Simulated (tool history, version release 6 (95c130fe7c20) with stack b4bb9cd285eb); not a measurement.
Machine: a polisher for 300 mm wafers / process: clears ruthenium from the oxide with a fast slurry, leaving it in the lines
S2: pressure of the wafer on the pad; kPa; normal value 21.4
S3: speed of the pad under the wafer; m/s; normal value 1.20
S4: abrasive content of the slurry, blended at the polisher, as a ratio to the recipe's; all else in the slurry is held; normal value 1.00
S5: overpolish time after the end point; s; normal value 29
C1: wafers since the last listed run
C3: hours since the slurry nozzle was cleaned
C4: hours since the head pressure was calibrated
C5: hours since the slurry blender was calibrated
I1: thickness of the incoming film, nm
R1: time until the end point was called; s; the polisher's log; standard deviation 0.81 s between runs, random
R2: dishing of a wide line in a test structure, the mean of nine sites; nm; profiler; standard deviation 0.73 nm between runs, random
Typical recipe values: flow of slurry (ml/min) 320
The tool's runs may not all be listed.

{"run": 1, "hour": 0.0, "flow of slurry (ml/min)": 320, "S2": 21.4, "S3": 1.2, "S4": 1.0, "S5": 29, "C1": 0, "wafers polished on this pad": 394, "C3": 76.4, "C4": 1232.0, "C5": 230.6, "I1": 313.7, "R1": 59.6, "R2": 47.9}
{"hour": 2.7, "done": "slurry blender recalibrated"}
{"run": 2, "hour": 35.2, "flow of slurry (ml/min)": 320, "S2": 21.4, "S3": 1.2, "S4": 1.0, "S5": 29, "C1": 333, "wafers polished on this pad": 728, "C3": 111.6, "C4": 1267.2, "C5": 32.5, "I1": 303.9, "R1": 50.8, "R2": 49.5}
{"run": 3, "hour": 59.5, "flow of slurry (ml/min)": 320, "S2": 21.4, "S3": 1.2, "S4": 0.95, "S5": 29, "C1": 244, "wafers polished on this pad": 972, "C3": 135.9, "C4": 1291.5, "C5": 56.8, "I1": 309.9, "R1": 54.0, "R2": 48.5}
{"run": 4, "hour": 89.9, "flow of slurry (ml/min)": 320, "S2": 21.4, "S3": 1.2, "S4": 1.0, "S5": 29, "C1": 305, "wafers polished on this pad": 1278, "C3": 166.3, "C4": 1321.9, "C5": 87.2, "I1": 308.9, "R1": 54.0, "R2": 47.2}
{"hour": 104.7, "done": "worn pad replaced by a new one"}
{"run": 5, "hour": 120.8, "flow of slurry (ml/min)": 320, "S2": 21.4, "S3": 1.2, "S4": 1.0, "S5": 29, "C1": 270, "wafers polished on this pad": 161, "C3": 197.2, "C4": 1352.8, "C5": 118.1, "I1": 311.9, "R1": 53.8, "R2": 47.5}
{"run": 6, "hour": 137.4, "flow of slurry (ml/min)": 320, "S2": 21.4, "S3": 1.2, "S4": 1.0, "S5": 29, "C1": 166, "wafers polished on this pad": 328, "C3": 213.8, "C4": 1369.4, "C5": 134.7, "I1": 307.7, "R1": 54.8, "R2": 46.6}
{"run": 7, "hour": 158.1, "flow of slurry (ml/min)": 320, "S2": 21.4, "S3": 1.2, "S4": 1.0, "S5": 29, "C1": 208, "wafers polished on this pad": 536, "C3": 234.5, "C4": 1390.1, "C5": 155.4, "I1": 305.5, "R1": 56.0, "R2": 48.6}
{"run": 8, "hour": 183.8, "flow of slurry (ml/min)": 320, "S2": 21.4, "S3": 1.2, "S4": 1.0, "S5": 29, "C1": 258, "wafers polished on this pad": 795, "C3": 260.2, "C4": 1415.8, "C5": 181.1, "I1": 313.1, "R1": 57.1, "R2": 49.4}
{"hour": 198.7, "done": "head pressure recalibrated"}
{"run": 9, "hour": 213.0, "flow of slurry (ml/min)": 320, "S2": 21.4, "S3": 1.2, "S4": 1.0, "S5": 29, "C1": 273, "wafers polished on this pad": 1068, "C3": 289.4, "C4": 14.3, "C5": 210.3, "I1": 309.0, "R1": 57.1, "R2": 47.5}
{"run": 10, "hour": 236.7, "flow of slurry (ml/min)": 280, "S2": 18.6, "S3": 1.2, "S4": 0.75, "S5": 36, "C1": 238, "wafers polished on this pad": 1306, "C3": 313.1, "C4": 38.0, "C5": 234.0, "I1": 310.0, "R1": 75.8, "R2": 45.4}
{"hour": 249.5, "done": "slurry blender recalibrated"}
{"run": 11, "hour": 260.4, "flow of slurry (ml/min)": 375, "S2": 21.4, "S3": 1.2, "S4": 0.75, "S5": 38, "C1": 218, "wafers polished on this pad": 1524, "C3": 336.8, "C4": 61.7, "C5": 10.9, "I1": 306.6, "R1": 54.7, "R2": 49.1}
{"hour": 267.3, "done": "worn pad replaced by a new one"}
{"hour": 280.0, "done": "slurry nozzle cleaned"}
{"run": 12, "hour": 284.4, "flow of slurry (ml/min)": 220, "S2": 21.4, "S3": 1.2, "S4": 1.2, "S5": 29, "C1": 191, "wafers polished on this pad": 161, "C3": 4.4, "C4": 85.7, "C5": 34.9, "I1": 311.8, "R1": 52.5, "R2": 47.5}
{"run": 13, "hour": 306.2, "flow of slurry (ml/min)": 255, "S2": 21.4, "S3": 1.2, "S4": 0.75, "S5": 29, "C1": 219, "wafers polished on this pad": 380, "C3": 26.2, "C4": 107.5, "C5": 56.7, "I1": 312.3, "R1": 60.3, "R2": 46.7}
{"run": 14, "hour": 333.0, "flow of slurry (ml/min)": 320, "S2": 21.4, "S3": 1.2, "S4": 1.0, "S5": 29, "C1": 269, "wafers polished on this pad": 650, "C3": 53.0, "C4": 134.3, "C5": 83.5, "I1": 308.8, "R1": 53.6, "R2": 47.8}
{"run": 15, "hour": 366.9, "flow of slurry (ml/min)": 320, "S2": 21.4, "S3": 0.82, "S4": 1.0, "S5": 13, "C1": 340, "wafers polished on this pad": 990, "C3": 86.9, "C4": 168.2, "C5": 117.4, "I1": 312.8, "R1": 79.1, "R2": 29.8}
{"run": 16, "hour": 384.7, "flow of slurry (ml/min)": 320, "S2": 21.4, "S3": 0.82, "S4": 1.0, "S5": 13, "C1": 178, "wafers polished on this pad": 1169, "C3": 104.7, "C4": 186.0, "C5": 135.2, "I1": 305.9, "R1": 79.8, "R2": 30.0}
{"hour": 392.3, "done": "worn pad replaced by a new one"}
{"run": 17, "hour": 401.8, "flow of slurry (ml/min)": 320, "S2": 21.4, "S3": 1.56, "S4": 1.15, "S5": 29, "C1": 131, "wafers polished on this pad": 95, "C3": 121.8, "C4": 203.1, "C5": 152.3, "I1": 307.3, "R1": 40.0, "R2": 49.1}
{"run": 18, "hour": 431.4, "flow of slurry (ml/min)": 320, "S2": 21.4, "S3": 1.2, "S4": 1.0, "S5": 29, "C1": 297, "wafers polished on this pad": 393, "C3": 151.4, "C4": 232.7, "C5": 181.9, "I1": 305.4, "R1": 55.4, "R2": 46.8}
{"run": 19, "hour": 457.3, "flow of slurry (ml/min)": 320, "S2": 21.4, "S3": 1.46, "S4": 1.2, "S5": 29, "C1": 260, "wafers polished on this pad": 653, "C3": 177.3, "C4": 258.6, "C5": 207.8, "I1": 310.0, "R1": 45.0, "R2": 48.4}

Consider 5 possible next runs. They are alternatives, not a sequence: every one starts from the tool as it was left by run 19. What does each give?
{"run": "A", "hour": 457.8, "flow of slurry (ml/min)": 320, "S2": 21.4, "S3": 1.2, "S4": 1.0, "S5": 29, "C1": 5, "wafers polished on this pad": 658, "C3": 177.8, "C4": 259.1, "C5": 208.3, "I1": 312.3, "R1": "?", "R2": "?"}
{"run": "B", "hour": 457.8, "flow of slurry (ml/min)": 225, "S2": 17.9, "S3": 1.36, "S4": 1.1, "S5": 29, "C1": 5, "wafers polished on this pad": 658, "C3": 177.8, "C4": 259.1, "C5": 208.3, "I1": 312.3, "R1": "?", "R2": "?"}
{"run": "C", "hour": 457.8, "flow of slurry (ml/min)": 320, "S2": 21.4, "S3": 1.42, "S4": 1.0, "S5": 29, "C1": 5, "wafers polished on this pad": 658, "C3": 177.8, "C4": 259.1, "C5": 208.3, "I1": 312.3, "R1": "?", "R2": "?"}
{"run": "D", "hour": 457.8, "flow of slurry (ml/min)": 275, "S2": 18.6, "S3": 1.2, "S4": 1.15, "S5": 29, "C1": 5, "wafers polished on this pad": 658, "C3": 177.8, "C4": 259.1, "C5": 208.3, "I1": 312.3, "R1": "?", "R2": "?"}
{"run": "E", "hour": 457.8, "flow of slurry (ml/min)": 320, "S2": 15.2, "S3": 1.06, "S4": 0.7, "S5": 17, "C1": 5, "wafers polished on this pad": 658, "C3": 177.8, "C4": 259.1, "C5": 208.3, "I1": 312.3, "R1": "?", "R2": "?"}

run=A R1=58.1 R2=47.3
run=B R1=61.6 R2=46.8
run=C R1=49.1 R2=48.5
run=D R1=64.6 R2=46.4
run=E R1=104.4 R2=30.6
Had the tool no hidden state, the same runs would have come out as:
run=A R1=52.0 R2=48.1
run=B R1=55.4 R2=47.7
run=C R1=43.9 R2=49.0
run=D R1=58.1 R2=47.3
run=E R1=92.3 R2=32.9

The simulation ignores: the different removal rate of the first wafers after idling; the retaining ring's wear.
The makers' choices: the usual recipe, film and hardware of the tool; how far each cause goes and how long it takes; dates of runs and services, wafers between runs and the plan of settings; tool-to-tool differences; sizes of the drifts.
